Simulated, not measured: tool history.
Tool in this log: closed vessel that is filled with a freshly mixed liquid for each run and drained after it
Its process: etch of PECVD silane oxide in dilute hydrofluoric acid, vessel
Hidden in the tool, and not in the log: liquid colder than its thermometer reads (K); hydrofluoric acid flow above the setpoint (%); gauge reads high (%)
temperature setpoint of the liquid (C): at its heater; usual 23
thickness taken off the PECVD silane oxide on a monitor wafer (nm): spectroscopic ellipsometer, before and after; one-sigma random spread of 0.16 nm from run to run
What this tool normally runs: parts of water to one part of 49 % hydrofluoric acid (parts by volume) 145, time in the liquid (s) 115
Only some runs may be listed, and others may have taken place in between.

run	day	temperature setpoint of the liquid (C)	parts of water to one part of 49 % hydrofluoric acid (parts by volume)	time in the liquid (s)	wafers since the last listed run	hours since the thermometer was replaced	hours since the hydrofluoric acid flow meter was replaced	hours since the gauge calibration	read-back film thickness of the PECVD silane oxide reference wafer, read on the same gauge (nm)	thickness taken off the PECVD silane oxide on a monitor wafer (nm)
1	0	23	90	115	0	2173.5	1410.2	501.6	140.04	59.16
2	3.212	23	175	115	10831	2250.6	1487.3	578.7	139.97	27.74
3	5.217	23	175	115	6757	2298.7	1535.4	626.8	140	27.67
4	9.279	23	175	115	13697	2396.2	1632.9	724.3	140.01	27.99
# day 11.729: thermometer replaced
5	12.179	23	145	130	9637	10.8	1702.5	793.9	140.01	39.42
6	15.925	23	145	130	12630	100.7	1792.4	883.8	140.05	39.61
7	18.646	23	145	130	9174	166	1857.7	949.1	139.96	39.58
8	21.229	24	100	115	8710	228	1919.7	1011.1	139.94	55.58
9	25.262	24	100	115	13599	324.8	2016.5	1107.9	140	55.6
10	29.483	24	100	115	14231	426.1	2117.8	1209.2	140.03	55.81
11	31.079	20	200	175	5380	464.4	2156.1	1247.5	140.01	33
# day 32.921: hydrofluoric acid flow meter replaced
12	35.412	23	145	115	14470	568.4	59.8	1351.5	139.97	33.33
13	38.879	23	190	115	11688	651.6	143	1434.7	140	24.47
14	43.046	23	110	175	14049	751.6	243	1534.7	140.02	69.62
15	46.108	27	100	95	10326	825.1	316.5	1608.2	139.96	50.02
16	47.967	23	145	115	6265	869.7	361.1	1652.8	139.99	33.32
17	52.183	23	95	95	14217	970.9	462.3	1754	140.07	45.12
18	54.121	19.5	105	75	6532	1017.4	508.8	1800.5	140.01	27.63
19	57.321	24	100	115	10789	1094.2	585.6	1877.3	140.03	53.5
20	59.171	23	145	115	6237	1138.6	630	1921.7	140.06	33.85
# day 62.696: gauge calibrated
21	63.179	23	145	115	13515	1234.8	726.2	11.6	139.97	33.81
22	67.054	18	110	155	13065	1327.8	819.2	104.6	139.99	51.02
23	74.667	23	145	115	25667	1510.5	1001.9	287.3	139.98	33.97
24	76.288	18	110	95	5465	1549.4	1040.8	326.2	139.98	31.44
25	78.362	25	205	145	6996	1599.2	1090.6	376	140.02	30.81
26	80.558	26.5	190	75	7403	1651.9	1143.3	428.7	139.97	18.38
27	83.658	24.5	180	60	10452	1726.3	1217.7	503.1	140.02	14.75
28	86.358	23	145	115	9103	1791.1	1282.5	567.9	140	34.35
29	89.054	23	145	115	9089	1855.8	1347.2	632.6	139.93	34.73
30	91.125	27	100	95	6982	1905.5	1396.9	682.3	140	51.02
31	93.758	27	145	115	8879	1968.7	1460.1	745.5	139.93	40.04
32	97.179	23	145	115	11534	2050.8	1542.2	827.6	140.03	34.33
33	99.671	19	145	180	8401	2110.6	1602	887.4	140.02	46.08

Each row is a separate what-if for the run after 33, all from the same tool condition, not one after another. Results?
A	99.7	24.5	145	115	98	2111.3	1602.7	888.1	?	?
B	99.7	18.5	125	115	98	2111.3	1602.7	888.1	?	?
C	99.7	23	75	115	98	2111.3	1602.7	888.1	?	?
D	99.7	23	165	115	98	2111.3	1602.7	888.1	?	?

run	read-back film thickness of the PECVD silane oxide reference wafer, read on the same gauge (nm)	thickness taken off the PECVD silane oxide on a monitor wafer (nm)
A	140.01	36.76
B	140.01	34.33
C	140.01	72.68
D	140.01	29.84
With no hidden state in the tool, these same runs would have given:
run	thickness taken off the PECVD silane oxide on a monitor wafer (nm)
A	35.3
B	33.01
C	69.98
D	28.64
